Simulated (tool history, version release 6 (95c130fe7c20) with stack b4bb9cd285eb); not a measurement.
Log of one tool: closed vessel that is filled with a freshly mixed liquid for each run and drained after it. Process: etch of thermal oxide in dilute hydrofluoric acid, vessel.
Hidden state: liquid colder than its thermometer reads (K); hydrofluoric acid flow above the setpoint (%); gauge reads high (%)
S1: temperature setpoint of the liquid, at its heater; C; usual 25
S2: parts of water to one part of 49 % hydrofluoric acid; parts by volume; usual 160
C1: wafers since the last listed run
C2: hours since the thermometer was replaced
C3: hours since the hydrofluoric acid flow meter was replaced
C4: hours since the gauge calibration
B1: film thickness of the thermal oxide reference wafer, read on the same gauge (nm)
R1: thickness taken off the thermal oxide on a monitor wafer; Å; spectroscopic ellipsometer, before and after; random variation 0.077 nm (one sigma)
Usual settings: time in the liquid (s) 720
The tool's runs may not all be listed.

Run 1, hour 0: usual settings; C1 0; C2 1549.8; C3 279.3; C4 690.3; B1 50.01. Result: R1 198.7 Å.
Run 2, hour 91.3: usual settings; C1 3843; C2 1641.1; C3 370.6; C4 781.6; B1 50.03. Result: R1 199.1 Å.
Run 3, hour 177.6: usual settings but time in the liquid (s) 420; C1 3633; C2 1727.4; C3 456.9; C4 867.9; B1 50. Result: R1 115.8 Å.
At hour 234.3: hydrofluoric acid flow meter replaced.
Run 4, hour 251: usual settings but time in the liquid (s) 420; C1 3048; C2 1800.8; C3 16.7; C4 941.3; B1 50.01. Result: R1 115.6 Å.
Run 5, hour 299.7: usual settings but time in the liquid (s) 420; C1 2050; C2 1849.5; C3 65.4; C4 990; B1 49.99. Result: R1 116.4 Å.
Run 6, hour 379: usual settings but S2 200 parts by volume; C1 3338; C2 1928.8; C3 144.7; C4 1069.3; B1 49.98. Result: R1 152.6 Å.
Run 7, hour 442.6: usual settings but S2 200 parts by volume; C1 2677; C2 1992.4; C3 208.3; C4 1132.9; B1 49.98. Result: R1 152.6 Å.
Run 8, hour 523.5: usual settings; C1 3405; C2 2073.3; C3 289.2; C4 1213.8; B1 50. Result: R1 198 Å.
Run 9, hour 695: usual settings; C1 7220; C2 2244.8; C3 460.7; C4 1385.3; B1 50.03. Result: R1 198.4 Å.
Run 10, hour 737.1: usual settings; C1 1772; C2 2286.9; C3 502.8; C4 1427.4; B1 50.02. Result: R1 198.8 Å.
At hour 759.4: hydrofluoric acid flow meter replaced.
Run 11, hour 838.9: usual settings; C1 4243; C2 2388.7; C3 79.5; C4 1529.2; B1 50.05. Result: R1 198 Å.
At hour 845.4: gauge calibrated.
Run 12, hour 937.9: usual settings; C1 4167; C2 2487.7; C3 178.5; C4 92.5; B1 49.98. Result: R1 200 Å.
At hour 1004.5: thermometer replaced.
Run 13, hour 1005.5: usual settings; C1 2803; C2 1; C3 246.1; C4 160.1; B1 49.99. Result: R1 198.4 Å.
Run 14, hour 1049.2: usual settings; C1 1839; C2 44.7; C3 289.8; C4 203.8; B1 50.04. Result: R1 197.7 Å.
Run 15, hour 1145.9: usual settings; C1 4071; C2 141.4; C3 386.5; C4 300.5; B1 49.97. Result: R1 198.3 Å.
Run 16, hour 1192.3: usual settings but S1 28.5 C, S2 215 parts by volume; C1 1953; C2 187.8; C3 432.9; C4 346.9; B1 50.02. Result: R1 156.3 Å.
At hour 1228.5: hydrofluoric acid flow meter replaced.
Run 17, hour 1288: usual settings but time in the liquid (s) 1035; C1 3986; C2 283.5; C3 59.5; C4 442.6; B1 49.99. Result: R1 285 Å.
Run 18, hour 1393.4: usual settings but S1 28 C, S2 190 parts by volume, time in the liquid (s) 560; C1 4437; C2 388.9; C3 164.9; C4 548; B1 49.98. Result: R1 140.9 Å.
Run 19, hour 1443: usual settings; C1 2088; C2 438.5; C3 214.5; C4 597.6; B1 50. Result: R1 199 Å.
Run 20, hour 1513.3: usual settings but S1 29.5 C, S2 225 parts by volume, time in the liquid (s) 360; C1 2959; C2 508.8; C3 284.8; C4 667.9; B1 50. Result: R1 77 Å.
Run 21, hour 1611.6: usual settings but S2 200 parts by volume; C1 4138; C2 607.1; C3 383.1; C4 766.2; B1 50.03. Result: R1 153 Å.
Run 22, hour 1648.6: usual settings; C1 1557; C2 644.1; C3 420.1; C4 803.2; B1 50.02. Result: R1 200 Å.
At hour 1691.1: hydrofluoric acid flow meter replaced.
Run 23, hour 1697.8: usual settings but S1 28.5 C; C1 2029; C2 693.3; C3 6.7; C4 852.4; B1 49.95. Result: R1 225 Å.
Run 24, hour 1755.3: usual settings; C1 2420; C2 750.8; C3 64.2; C4 909.9; B1 50.03. Result: R1 197.8 Å.
Run 25, hour 1849.6: usual settings but S1 26.5 C, S2 120 parts by volume, time in the liquid (s) 445; C1 3970; C2 845.1; C3 158.5; C4 1004.2; B1 50. Result: R1 182.2 Å.
Run 26, hour 1894.4: usual settings; C1 1886; C2 889.9; C3 203.3; C4 1049; B1 50. Result: R1 200.4 Å.
Run 27, hour 1961.9: usual settings but S1 23 C; C1 2841; C2 957.4; C3 270.8; C4 1116.5; B1 50.02. Result: R1 185.3 Å.
Run 28, hour 2033.4: usual settings but S1 26.5 C, time in the liquid (s) 350; C1 3010; C2 1028.9; C3 342.3; C4 1188; B1 50.02. Result: R1 102.9 Å.
Run 29, hour 2096.5: usual settings but S1 23 C, time in the liquid (s) 540; C1 2656; C2 1092; C3 405.4; C4 1251.1; B1 49.99. Result: R1 138.5 Å.
At hour 2117.9: gauge calibrated.
At hour 2159.2: hydrofluoric acid flow meter replaced.
Run 30, hour 2199: usual settings; C1 4273; C2 1194.5; C3 39.8; C4 81.1; B1 50. Result: R1 197.4 Å.

What the log doesn't show, run by run:
liquid colder than its thermometer reads (K): 0 in every run
hydrofluoric acid flow above the setpoint (%): 0 in every run
gauge reads high (%): 0 in every run
